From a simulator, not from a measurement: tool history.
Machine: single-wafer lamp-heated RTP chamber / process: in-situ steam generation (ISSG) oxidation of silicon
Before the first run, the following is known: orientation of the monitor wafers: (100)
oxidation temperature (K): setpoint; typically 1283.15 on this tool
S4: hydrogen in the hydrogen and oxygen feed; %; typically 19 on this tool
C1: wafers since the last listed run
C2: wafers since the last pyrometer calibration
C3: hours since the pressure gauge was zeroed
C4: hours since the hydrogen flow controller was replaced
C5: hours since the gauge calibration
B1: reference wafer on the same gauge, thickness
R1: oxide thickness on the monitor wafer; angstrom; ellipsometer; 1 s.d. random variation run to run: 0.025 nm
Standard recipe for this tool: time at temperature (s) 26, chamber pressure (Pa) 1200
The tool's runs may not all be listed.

{"run": 1, "hour": 0.0, "oxidation temperature (K)": 1283.15, "time at temperature (s)": 26, "chamber pressure (Pa)": 1200, "S4": 19, "C1": 0, "C2": 5693, "C3": 3645.8, "C4": 5682.7, "C5": 672.6, "B1": 5.34, "R1": 68.34}
{"run": 2, "hour": 63.0, "oxidation temperature (K)": 1283.15, "time at temperature (s)": 26, "chamber pressure (Pa)": 1200, "S4": 19, "C1": 715, "C2": 6408, "C3": 3708.8, "C4": 5745.7, "C5": 735.6, "B1": 5.342, "R1": 69.22}
{"hour": 74.2, "done": "pyrometer window cleaned and pyrometer calibrated"}
{"hour": 128.8, "done": "gauge calibrated"}
{"run": 3, "hour": 166.1, "oxidation temperature (K)": 1283.15, "time at temperature (s)": 26, "chamber pressure (Pa)": 1200, "S4": 19, "C1": 1080, "C2": 1043, "C3": 3811.9, "C4": 5848.8, "C5": 37.3, "B1": 5.343, "R1": 66.06}
{"run": 4, "hour": 235.2, "oxidation temperature (K)": 1283.15, "time at temperature (s)": 26, "chamber pressure (Pa)": 1200, "S4": 19, "C1": 785, "C2": 1829, "C3": 3881, "C4": 5917.9, "C5": 106.4, "B1": 5.334, "R1": 66.61}
{"run": 5, "hour": 326.1, "oxidation temperature (K)": 1268.15, "time at temperature (s)": 26, "chamber pressure (Pa)": 1200, "S4": 19, "C1": 1033, "C2": 2862, "C3": 3971.9, "C4": 6008.8, "C5": 197.3, "B1": 5.342, "R1": 62.7}
{"hour": 338.2, "done": "hydrogen flow controller replaced"}
{"hour": 362.3, "done": "pressure gauge zeroed"}
{"run": 6, "hour": 397.8, "oxidation temperature (K)": 1268.15, "time at temperature (s)": 26, "chamber pressure (Pa)": 1200, "S4": 19, "C1": 632, "C2": 3495, "C3": 35.5, "C4": 59.6, "C5": 269, "B1": 5.338, "R1": 62.72}
{"run": 7, "hour": 476.9, "oxidation temperature (K)": 1283.15, "time at temperature (s)": 19, "chamber pressure (Pa)": 1200, "S4": 19, "C1": 898, "C2": 4394, "C3": 114.6, "C4": 138.7, "C5": 348.1, "B1": 5.343, "R1": 57.84}
{"run": 8, "hour": 543.0, "oxidation temperature (K)": 1289.15, "time at temperature (s)": 26, "chamber pressure (Pa)": 1200, "S4": 15, "C1": 751, "C2": 5145, "C3": 180.7, "C4": 204.8, "C5": 414.2, "B1": 5.341, "R1": 66.55}
{"run": 9, "hour": 624.0, "oxidation temperature (K)": 1303.15, "time at temperature (s)": 26, "chamber pressure (Pa)": 1200, "S4": 19, "C1": 920, "C2": 6065, "C3": 261.7, "C4": 285.8, "C5": 495.2, "B1": 5.343, "R1": 75.38}
{"hour": 681.2, "done": "pyrometer window cleaned and pyrometer calibrated"}
{"run": 10, "hour": 710.9, "oxidation temperature (K)": 1298.15, "time at temperature (s)": 26, "chamber pressure (Pa)": 1200, "S4": 19, "C1": 896, "C2": 337, "C3": 348.6, "C4": 372.7, "C5": 582.1, "B1": 5.339, "R1": 71.16}
{"hour": 746.0, "done": "gauge calibrated"}
{"run": 11, "hour": 776.2, "oxidation temperature (K)": 1283.15, "time at temperature (s)": 26, "chamber pressure (Pa)": 1307, "S4": 28, "C1": 742, "C2": 1079, "C3": 413.9, "C4": 438, "C5": 30.2, "B1": 5.344, "R1": 70.8}
{"run": 12, "hour": 870.8, "oxidation temperature (K)": 1283.15, "time at temperature (s)": 26, "chamber pressure (Pa)": 1200, "S4": 19, "C1": 1075, "C2": 2154, "C3": 508.5, "C4": 532.6, "C5": 124.8, "B1": 5.337, "R1": 66.87}
{"run": 13, "hour": 916.2, "oxidation temperature (K)": 1265.15, "time at temperature (s)": 26, "chamber pressure (Pa)": 1107, "S4": 19, "C1": 515, "C2": 2670, "C3": 553.9, "C4": 578, "C5": 170.2, "B1": 5.342, "R1": 62.26}
{"run": 14, "hour": 1024.1, "oxidation temperature (K)": 1283.15, "time at temperature (s)": 26, "chamber pressure (Pa)": 1200, "S4": 12, "C1": 1226, "C2": 3896, "C3": 661.8, "C4": 685.9, "C5": 278.1, "B1": 5.341, "R1": 61.18}

What if the next run were any one of these 4? Each begins from the tool's condition after run 14:
{"run": "A", "hour": 1024.5, "oxidation temperature (K)": 1283.15, "time at temperature (s)": 26, "chamber pressure (Pa)": 1360, "S4": 19, "C1": 4, "C2": 3901, "C3": 662.2, "C4": 686.3, "C5": 278.5, "B1": "?", "R1": "?"}
{"run": "B", "hour": 1024.5, "oxidation temperature (K)": 1270.15, "time at temperature (s)": 26, "chamber pressure (Pa)": 1200, "S4": 28, "C1": 4, "C2": 3901, "C3": 662.2, "C4": 686.3, "C5": 278.5, "B1": "?", "R1": "?"}
{"run": "C", "hour": 1024.5, "oxidation temperature (K)": 1283.15, "time at temperature (s)": 20, "chamber pressure (Pa)": 1200, "S4": 19, "C1": 4, "C2": 3901, "C3": 662.2, "C4": 686.3, "C5": 278.5, "B1": "?", "R1": "?"}
{"run": "D", "hour": 1024.5, "oxidation temperature (K)": 1297.15, "time at temperature (s)": 26, "chamber pressure (Pa)": 1107, "S4": 12, "C1": 4, "C2": 3901, "C3": 662.2, "C4": 686.3, "C5": 278.5, "B1": "?", "R1": "?"}

run=A B1=5.34 R1=66.03
run=B B1=5.34 R1=69
run=C B1=5.34 R1=59.02
run=D B1=5.34 R1=65.72
Without the tool's unlogged condition, the same runs would have read:
run=A R1=64.13
run=B R1=67.15
run=C R1=57.43
run=D R1=63.69

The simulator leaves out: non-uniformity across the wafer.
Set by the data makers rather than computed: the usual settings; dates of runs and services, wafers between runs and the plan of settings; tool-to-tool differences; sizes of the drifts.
